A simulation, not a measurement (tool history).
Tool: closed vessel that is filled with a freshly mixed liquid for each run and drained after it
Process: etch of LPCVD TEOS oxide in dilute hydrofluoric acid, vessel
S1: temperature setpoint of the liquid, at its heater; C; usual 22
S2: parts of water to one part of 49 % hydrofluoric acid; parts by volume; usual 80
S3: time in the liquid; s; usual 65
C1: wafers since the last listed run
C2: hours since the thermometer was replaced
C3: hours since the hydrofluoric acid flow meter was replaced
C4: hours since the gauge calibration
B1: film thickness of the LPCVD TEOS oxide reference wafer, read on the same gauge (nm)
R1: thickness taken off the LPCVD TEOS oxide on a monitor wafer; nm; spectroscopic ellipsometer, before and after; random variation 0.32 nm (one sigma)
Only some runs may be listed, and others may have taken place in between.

Run 1, hour 0: usual settings; C1 0; C2 844.4; C3 1961.5; C4 300.4; B1 150.02. Result: R1 39.63 nm.
Run 2, hour 24.5: usual settings; C1 1561; C2 868.9; C3 1986; C4 324.9; B1 150.02. Result: R1 39.92 nm.
Run 3, hour 42.7: usual settings but S1 19.5 C, S2 65 parts by volume; C1 1160; C2 887.1; C3 2004.2; C4 343.1; B1 150.01. Result: R1 44.68 nm.
Run 4, hour 77.2: usual settings but S1 19.5 C, S2 65 parts by volume; C1 2199; C2 921.6; C3 2038.7; C4 377.6; B1 149.99. Result: R1 44.96 nm.
Run 5, hour 96.1: usual settings; C1 1204; C2 940.5; C3 2057.6; C4 396.5; B1 149.99. Result: R1 39.58 nm.
At hour 119.9: thermometer replaced.
Run 6, hour 120.9: usual settings; C1 1517; C2 1; C3 2082.4; C4 421.3; B1 149.99. Result: R1 39.44 nm.
At hour 132.8: hydrofluoric acid flow meter replaced.
At hour 142.1: gauge calibrated.
Run 7, hour 148.8: usual settings; C1 1714; C2 28.9; C3 16; C4 6.7; B1 149.97. Result: R1 39.16 nm.
Run 8, hour 179.5: usual settings but S1 18.5 C, S2 70 parts by volume, S3 85 s; C1 1956; C2 59.6; C3 46.7; C4 37.4; B1 150.01. Result: R1 52.1 nm.
Run 9, hour 214.6: usual settings but S1 19.5 C, S2 65 parts by volume, S3 50 s; C1 2237; C2 94.7; C3 81.8; C4 72.5; B1 150.01. Result: R1 34.17 nm.
Run 10, hour 234: usual settings but S1 26 C, S2 90 parts by volume; C1 1236; C2 114.1; C3 101.2; C4 91.9; B1 150.03. Result: R1 40.27 nm.
Run 11, hour 258.9: usual settings but S2 60 parts by volume, S3 50 s; C1 1587; C2 139; C3 126.1; C4 116.8; B1 149.99. Result: R1 41.41 nm.
Run 12, hour 322.6: usual settings but S1 25 C, S2 100 parts by volume, S3 30 s; C1 4060; C2 202.7; C3 189.8; C4 180.5; B1 150. Result: R1 15.94 nm.

Expected results for the next run?
Run 13, hour 347.2: usual settings but S2 55 parts by volume; C1 1568; C2 227.3; C3 214.4; C4 205.1; B1 ?. Result: R1 ?.

B1: 150
R1: 59.6 nm
Were there no unlogged condition in the tool, this run, its random variation unchanged, would have produced R1 59.6 nm.

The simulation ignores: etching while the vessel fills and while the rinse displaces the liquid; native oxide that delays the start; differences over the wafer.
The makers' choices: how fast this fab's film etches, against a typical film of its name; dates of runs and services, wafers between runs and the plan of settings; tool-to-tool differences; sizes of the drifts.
